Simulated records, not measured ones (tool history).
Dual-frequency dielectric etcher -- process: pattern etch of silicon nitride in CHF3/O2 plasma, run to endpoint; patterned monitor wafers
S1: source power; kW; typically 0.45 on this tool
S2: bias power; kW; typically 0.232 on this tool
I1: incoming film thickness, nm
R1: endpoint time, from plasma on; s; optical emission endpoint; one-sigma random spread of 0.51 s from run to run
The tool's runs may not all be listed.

| run | day | S1 | S2 | I1 | R1 |
|---|---|---|---|---|---|
| 1 | 0 | 0.45 | 0.232 | 96.5 | 70.6 |
| 2 | 1.067 | 0.45 | 0.232 | 96.5 | 71.4 |
| 3 | 2.846 | 0.45 | 0.232 | 95.6 | 69.8 |
| 4 | 4.292 | 0.45 | 0.232 | 96.2 | 70.2 |
| 5 | 5.479 | 0.45 | 0.232 | 96.1 | 70.2 |
| 6 | 6.458 | 0.45 | 0.232 | 96.1 | 69.9 |
| 7 | 7.004 | 0.45 | 0.201 | 95.8 | 76.1 |
| 8 | 8.175 | 0.45 | 0.201 | 96 | 76.4 |
| 9 | 9.138 | 0.45 | 0.201 | 95.5 | 75.6 |
| 10 | 10.117 | 0.45 | 0.232 | 95.9 | 69.3 |
| 11 | 11.458 | 0.45 | 0.232 | 95.9 | 70.4 |
| 12 | 12.508 | 0.45 | 0.232 | 95.2 | 69.4 |
| 13 | 13.104 | 0.37 | 0.232 | 96 | 79.2 |
|  | 14.296 | upper electrode replaced |
| 14 | 14.571 | 0.37 | 0.232 | 95.6 | 79 |
|  | 15.162 | source power generator calibrated |
| 15 | 15.608 | 0.37 | 0.232 | 96.6 | 80 |
| 16 | 16.246 | 0.45 | 0.209 | 95.4 | 73 |
|  | 17.138 | bias power generator calibrated |
| 17 | 17.471 | 0.45 | 0.209 | 96.1 | 75.6 |
| 18 | 18.879 | 0.4 | 0.194 | 96.1 | 84 |
| 19 | 19.392 | 0.41 | 0.184 | 96.2 | 84.8 |
| 20 | 20.342 | 0.48 | 0.267 | 96.1 | 62 |
| 21 | 21.625 | 0.45 | 0.232 | 96.7 | 70.6 |
|  | 23.062 | wet clean of the chamber |
| 22 | 23.083 | 0.45 | 0.181 | 95.5 | 80 |
| 23 | 24.704 | 0.45 | 0.277 | 96.1 | 64 |
| 24 | 25.533 | 0.45 | 0.232 | 94.8 | 70.1 |
| 25 | 26.033 | 0.45 | 0.232 | 96.2 | 70.4 |
| 26 | 26.675 | 0.45 | 0.232 | 96 | 70.6 |
| 27 | 27.417 | 0.45 | 0.232 | 95.9 | 69.7 |
| 28 | 28.288 | 0.5 | 0.187 | 95.2 | 73.9 |
| 29 | 28.9 | 0.52 | 0.203 | 95.8 | 70 |
| 30 | 29.533 | 0.34 | 0.249 | 95.9 | 81.2 |
| 31 | 32.575 | 0.37 | 0.251 | 96 | 77 |
| 32 | 33.546 | 0.45 | 0.232 | 96.5 | 70.9 |
| 33 | 34.279 | 0.45 | 0.194 | 97.4 | 79.1 |
| 34 | 35.262 | 0.38 | 0.232 | 96.5 | 78.7 |

Predict each of these 3 candidate next runs independently; none follows another, all start after run 34:
| A | 35.279 | 0.56 | 0.232 | 96.2 | ? |
| B | 35.279 | 0.42 | 0.19 | 96.2 | ? |
| C | 35.279 | 0.36 | 0.232 | 96.2 | ? |

| run | R1 |
|---|---|
| A | 62 |
| B | 82.3 |
| C | 81.2 |
Take away the tool's hidden state, keep each run's random variation, and the runs would have read:
| run | R1 |
|---|---|
| A | 62 |
| B | 82.3 |
| C | 81.2 |
